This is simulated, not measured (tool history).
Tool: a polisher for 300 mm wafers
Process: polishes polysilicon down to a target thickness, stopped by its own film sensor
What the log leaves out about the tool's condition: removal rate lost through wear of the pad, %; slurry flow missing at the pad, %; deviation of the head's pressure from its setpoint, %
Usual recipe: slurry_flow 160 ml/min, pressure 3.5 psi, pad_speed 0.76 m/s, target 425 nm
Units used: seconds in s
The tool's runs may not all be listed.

| run | hour | slurry_flow | pressure | pad_speed | target | wafers since the last listed run | wafers polished on this pad | hours since the slurry nozzle was cleaned | hours since the head pressure was calibrated | incoming thickness of the incoming film, nm | seconds |
|---|---|---|---|---|---|---|---|---|---|---|---|
| 1 | 0 | 150 | 3.5 | 0.76 | 425 | 0 | 848 | 210.7 | 223.9 | 1145.5 | 104.5 |
| 2 | 52.7 | 160 | 3.5 | 0.76 | 311 | 396 | 1244 | 263.4 | 276.6 | 1157.1 | 124.5 |
| 3 | 116.1 | 160 | 3.5 | 0.76 | 311 | 476 | 1721 | 326.8 | 340 | 1121.7 | 121.2 |
| 4 | 147.8 | 160 | 3.5 | 0.76 | 311 | 238 | 1960 | 358.5 | 371.7 | 1143.5 | 128.6 |
| 5 | 257.2 | 160 | 3.5 | 0.9 | 425 | 822 | 2782 | 467.9 | 481.1 | 1137.7 | 94.1 |
| 6 | 284 | 160 | 3.5 | 0.9 | 425 | 201 | 2984 | 494.7 | 507.9 | 1145.4 | 98.4 |
|  | 334.2 | worn pad replaced by a new one |
| 7 | 346.9 | 160 | 3.5 | 0.76 | 425 | 442 | 95 | 557.6 | 570.8 | 1138.2 | 111.9 |
| 8 | 405.2 | 160 | 3.5 | 0.76 | 425 | 438 | 534 | 615.9 | 629.1 | 1145 | 111.7 |
|  | 462.1 | slurry nozzle cleaned |
| 9 | 466.2 | 160 | 3 | 0.76 | 425 | 451 | 985 | 4.1 | 690.1 | 1132.7 | 123.5 |
| 10 | 492.8 | 160 | 3 | 0.76 | 425 | 200 | 1185 | 30.7 | 716.7 | 1133.8 | 123 |
| 11 | 562.8 | 160 | 3 | 0.76 | 425 | 526 | 1711 | 100.7 | 786.7 | 1151.9 | 129.6 |
|  | 566.4 | head pressure recalibrated |
| 12 | 625.4 | 135 | 3.5 | 0.64 | 425 | 455 | 2167 | 163.3 | 59 | 1138.7 | 122.8 |
| 13 | 762.8 | 135 | 3.5 | 0.64 | 425 | 1033 | 3201 | 300.7 | 196.4 | 1151.2 | 137.8 |
| 14 | 807.2 | 160 | 3.5 | 0.76 | 309 | 333 | 3535 | 345.1 | 240.8 | 1143 | 125.7 |
| 15 | 875.6 | 160 | 3.5 | 0.76 | 309 | 514 | 4049 | 413.5 | 309.2 | 1130.8 | 130.5 |
|  | 908.5 | worn pad replaced by a new one |
| 16 | 943.4 | 200 | 3.5 | 0.76 | 555 | 479 | 262 | 481.3 | 377 | 1129.4 | 88 |
| 17 | 983.8 | 125 | 2.5 | 0.76 | 425 | 303 | 566 | 521.7 | 417.4 | 1129 | 177.3 |
| 18 | 1039 | 160 | 3 | 0.62 | 425 | 415 | 981 | 576.9 | 472.6 | 1134.7 | 165.1 |
| 19 | 1099.5 | 160 | 3.8 | 0.9 | 308 | 455 | 1436 | 637.4 | 533.1 | 1140.2 | 111.7 |
|  | 1148.3 | slurry nozzle cleaned |
| 20 | 1162 | 160 | 4.1 | 0.76 | 425 | 462 | 1898 | 13.7 | 595.6 | 1154.3 | 86.1 |
| 21 | 1208.6 | 205 | 2.6 | 0.9 | 338 | 350 | 2249 | 60.3 | 642.2 | 1152.8 | 126 |
| 22 | 1245.4 | 160 | 4.6 | 0.76 | 425 | 276 | 2526 | 97.1 | 679 | 1136 | 77.7 |
| 23 | 1310.7 | 160 | 3.5 | 0.76 | 425 | 491 | 3017 | 162.4 | 744.3 | 1120.1 | 101.7 |
| 24 | 1341.2 | 160 | 3.5 | 0.76 | 425 | 229 | 3246 | 192.9 | 774.8 | 1147.6 | 105.4 |
|  | 1368.9 | worn pad replaced by a new one |
| 25 | 1382.7 | 160 | 3.5 | 0.76 | 582 | 282 | 103 | 234.4 | 816.3 | 1118.5 | 80.4 |
|  | 1385.6 | head pressure recalibrated |
| 26 | 1412.1 | 210 | 3.9 | 0.54 | 425 | 206 | 309 | 263.8 | 26.5 | 1138.2 | 118.6 |
| 27 | 1460.9 | 160 | 3.5 | 0.76 | 582 | 367 | 676 | 312.6 | 75.3 | 1137.8 | 76.4 |
| 28 | 1524.1 | 160 | 3.5 | 0.76 | 425 | 475 | 1152 | 375.8 | 138.5 | 1131.1 | 102.3 |
| 29 | 1592.1 | 160 | 4.5 | 0.76 | 616 | 511 | 1663 | 443.8 | 206.5 | 1126.9 | 59.9 |
| 30 | 1616.3 | 160 | 3.5 | 0.98 | 425 | 182 | 1845 | 468 | 230.7 | 1123.1 | 80.6 |
| 31 | 1671.4 | 160 | 3.5 | 0.64 | 349 | 414 | 2259 | 523.1 | 285.8 | 1154 | 147.9 |
| 32 | 1714.8 | 140 | 4.6 | 0.76 | 210 | 326 | 2586 | 566.5 | 329.2 | 1138.7 | 114.3 |
| 33 | 1763.8 | 195 | 2.5 | 0.76 | 625 | 368 | 2954 | 615.5 | 378.2 | 1134.9 | 107.7 |
| 34 | 1790.7 | 160 | 3 | 0.62 | 425 | 202 | 3157 | 642.4 | 405.1 | 1151.6 | 161.5 |
|  | 1810.4 | slurry nozzle cleaned |
| 35 | 1849.8 | 160 | 3.5 | 0.76 | 425 | 436 | 3594 | 39.4 | 464.2 | 1148.6 | 106.5 |
|  | 1876.4 | worn pad replaced by a new one |
| 36 | 1910.7 | 160 | 3.5 | 0.76 | 425 | 427 | 257 | 100.3 | 525.1 | 1116.5 | 103.5 |
| 37 | 1963 | 195 | 4 | 0.76 | 425 | 393 | 651 | 152.6 | 577.4 | 1135.6 | 90.9 |
| 38 | 2004 | 180 | 3.5 | 0.88 | 521 | 308 | 959 | 193.6 | 618.4 | 1143.7 | 79.8 |

3 ways to go on from here, each from the tool as it stands after run 38. What would each give?
| A | 2004.5 | 160 | 3.5 | 0.76 | 425 | 3 | 963 | 194.1 | 618.9 | 1123.7 | ? |
| B | 2004.5 | 160 | 4.5 | 0.76 | 425 | 3 | 963 | 194.1 | 618.9 | 1123.7 | ? |
| C | 2004.5 | 160 | 3.1 | 0.76 | 425 | 3 | 963 | 194.1 | 618.9 | 1123.7 | ? |

| run | seconds |
|---|---|
| A | 106.5 |
| B | 82.9 |
| C | 120.3 |
Without the tool's unlogged condition, the same runs would have read:
| run | seconds |
|---|---|
| A | 86.7 |
| B | 67.5 |
| C | 97.9 |

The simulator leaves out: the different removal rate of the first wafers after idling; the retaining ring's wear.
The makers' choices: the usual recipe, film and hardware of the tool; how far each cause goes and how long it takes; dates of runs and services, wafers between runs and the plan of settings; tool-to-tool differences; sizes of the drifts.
